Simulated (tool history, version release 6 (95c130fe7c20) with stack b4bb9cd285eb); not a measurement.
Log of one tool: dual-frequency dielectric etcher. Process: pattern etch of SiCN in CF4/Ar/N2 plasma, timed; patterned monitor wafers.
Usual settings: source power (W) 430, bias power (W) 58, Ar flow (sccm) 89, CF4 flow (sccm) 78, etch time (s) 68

run     day  source power (W)  bias power (W)  Ar flow (sccm)  CF4 flow (sccm)  etch time (s)  wafers since the last listed run  hours since the last wet clean  hours since the last source power generator calibration  hours since the last bias power generator calibration  hours since the last Ar flow controller change  hours since the last CF4 flow controller change  hours since the last upper electrode change  hours since the gauge calibration  read-back reference wafer on the same gauge, depth_nm  mean etch depth across the wafer (angstrom)
  1       0               430              58              89               78             68                                 0                           513.8                                                   2297.3                                                  848.8                                          1359.4                                           4379.4                                       1277.3                               87.9                                                   59.2                                          518
  2   1.996               430              58              89               78             68                               683                           561.7                                                   2345.2                                                  896.7                                          1407.3                                           4427.3                                       1325.2                              135.8                                                   59.2                                          517
      3.033  -- wet clean of the chamber
  3   6.362               430              58              89               78             68                              1153                            79.9                                                     2450                                                 1001.5                                          1512.1                                           4532.1                                         1430                              240.6                                                   59.2                                          519
  4    9.95               430              58              89               78             68                              1229                             166                                                   2536.1                                                 1087.6                                          1598.2                                           4618.2                                       1516.1                              326.7                                                   59.2                                          519
  5  11.504               430              58              94               78             68                               532                           203.3                                                   2573.4                                                 1124.9                                          1635.5                                           4655.5                                       1553.4                                364                                                   59.2                                          513
  6  13.329               430              58              94               78             68                               625                           247.1                                                   2617.2                                                 1168.7                                          1679.3                                           4699.3                                       1597.2                              407.8                                                   59.2                                          516
  7  17.542               430              58              89               78             68                              1443                           348.2                                                   2718.3                                                 1269.8                                          1780.4                                           4800.4                                       1698.3                              508.9                                                   59.2                                          519
     20.012  -- CF4 flow controller replaced
  8  20.221               510              58              89               78             68                               832                           412.5                                                   2782.6                                                 1334.1                                          1844.7                                                5                                       1762.6                              573.2                                                   59.2                                          622
     23.812  -- wet clean of the chamber
  9  23.833               510              58              89               78             68                               895                             0.5                                                   2869.3                                                 1420.8                                          1931.4                                             91.7                                       1849.3                              659.9                                                   59.2                                          623
 10  26.188               510              58              89               78             68                               806                              57                                                   2925.8                                                 1477.3                                          1987.9                                            148.2                                       1905.8                              716.4                                                   59.2                                          623
 11  30.033               370              58              89               69             86                              1317                           149.3                                                   3018.1                                                 1569.6                                          2080.2                                            240.5                                       1998.1                              808.7                                                   59.2                                          552
 12  34.429               430              58              89               78             68                              1506                           254.8                                                   3123.6                                                 1675.1                                          2185.7                                              346                                       2103.6                              914.2                                                   59.2                                          523
       36.5  -- source power generator calibrated
     37.283  -- upper electrode replaced
 13  38.471               430              58              89               78             50                              1059                           351.8                                                     47.3                                                 1772.1                                          2282.7                                              443                                         28.5                             1011.2                                                   59.2                                          382
     39.108  -- Ar flow controller replaced
 14  40.371               370              58              72               68             68                               565                           397.4                                                     92.9                                                 1817.7                                            30.3                                            488.6                                         74.1                             1056.8                                                   59.2                                          450
     40.583  -- bias power generator calibrated
     44.329  -- gauge calibrated
     45.183  -- wet clean of the chamber
 15  47.233               470              45              89               62           55.5                              1951                            49.2                                                    257.6                                                  159.6                                             195                                            653.3                                        238.8                               69.7                                                   59.2                                          422
 16  50.371               430              71              89               78             75                              1075                           124.5                                                    332.9                                                  234.9                                           270.3                                            728.6                                        314.1                                145                                                   59.2                                          597
 17  53.762               430              46              82               60           55.5                              1162                           205.9                                                    414.3                                                  316.3                                           351.7                                              810                                        395.5                              226.4                                                   59.2                                          389
 18  55.504               430              58              89               78             68                               596                           247.7                                                    456.1                                                  358.1                                           393.5                                            851.8                                        437.3                              268.2                                                   59.2                                          516
 19  57.675               430              58              89               78             68                               743                           299.8                                                    508.2                                                  410.2                                           445.6                                            903.9                                        489.4                              320.3                                                   59.2                                          517
 20  61.746               430              58              89               78             68                              1394                           397.5                                                    605.9                                                  507.9                                           543.3                                           1001.6                                        587.1                                418                                                   59.2                                          515
 21  63.971               430              51              89               78             68                               762                           450.9                                                    659.3                                                  561.3                                           596.7                                             1055                                        640.5                              471.4                                                   59.2                                          499

4 ways to go on from here, each from the tool as it stands after run 21. What would each give?
  A  63.988               430              58              89               78             68                                 5                           451.3                                                    659.7                                                  561.7                                           597.1                                           1055.4                                        640.9                              471.8                                                      ?                                            ?
  B  63.988               470              58              89               78           52.5                                 5                           451.3                                                    659.7                                                  561.7                                           597.1                                           1055.4                                        640.9                              471.8                                                      ?                                            ?
  C  63.988               380              58             101               65             68                                 5                           451.3                                                    659.7                                                  561.7                                           597.1                                           1055.4                                        640.9                              471.8                                                      ?                                            ?
  D  63.988               380              58              89               78           79.5                                 5                           451.3                                                    659.7                                                  561.7                                           597.1                                           1055.4                                        640.9                              471.8                                                      ?                                            ?

run  read-back reference wafer on the same gauge, depth_nm  mean etch depth across the wafer (angstrom)
  A                                                   59.2                                          517
  B                                                   59.2                                          438
  C                                                   59.2                                          434
  D                                                   59.2                                          529
Without the tool's hidden state the same runs would have given:
run  mean etch depth across the wafer (angstrom)
  A                                          515
  B                                          437
  C                                          432
  D                                          527
